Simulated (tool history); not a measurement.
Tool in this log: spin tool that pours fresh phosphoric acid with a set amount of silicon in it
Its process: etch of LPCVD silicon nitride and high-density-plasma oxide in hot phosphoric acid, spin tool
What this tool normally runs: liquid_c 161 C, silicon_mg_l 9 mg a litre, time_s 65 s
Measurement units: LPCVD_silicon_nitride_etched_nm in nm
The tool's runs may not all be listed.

run,hour,liquid_c,silicon_mg_l,time_s,"read-back film thickness of the LPCVD silicon nitride reference wafer, read on the same gauge (nm)",LPCVD_silicon_nitride_etched_nm
1,0,161,9,65,139.96,5.15
2,27.9,161,9,65,140,5.16
3,52.1,159.5,9,65,139.99,4.9
4,72.6,159.5,9,65,140.01,4.91
5,104.5,163.5,9,65,139.97,5.63
6,140,163.5,9,65,140,5.63
# hour 143.5: heated supply line repaired
# hour 157: thermometer replaced
7,164.4,161,9,65,139.98,5.5
8,190,161,9,65,139.99,5.49
9,209.2,161,9,65,140.01,5.51
10,221.3,161,9,65,140.02,5.5
11,250.7,161,9,65,140.01,5.52
# hour 275: gauge calibrated
12,275.4,160,11,90,139.98,7.44
13,296,162.5,9,65,140,5.81
14,324.9,161,9,40,140.04,3.43
15,343.7,161,9,65,140.01,5.56
# hour 357: dissolved silicon flow meter replaced
16,357.5,163.5,9,105,140,9.66
17,386.6,162.5,9,85,139.99,7.62
18,399.4,160,3.5,90,139.99,7.41
19,423.9,159,2,50,139.98,4.03
20,449.3,158,11,65,140.01,5.09

Branching from run 20: 5 alternative next runs. What would each branch give?
A,449.7,161,9,65,?,?
B,449.7,162,15,45,?,?
C,449.7,161,5,50,?,?
D,449.7,158.5,5,65,?,?
E,449.7,163,12,95,?,?

run,"read-back film thickness of the LPCVD silicon nitride reference wafer, read on the same gauge (nm)",LPCVD_silicon_nitride_etched_nm
A,140.01,5.59
B,140.01,4
C,140.01,4.3
D,140.01,5.14
E,140.01,8.74
With no hidden state in the tool, these same runs would have given:
run,LPCVD_silicon_nitride_etched_nm
A,5.63
B,4.03
C,4.33
D,5.18
E,8.8
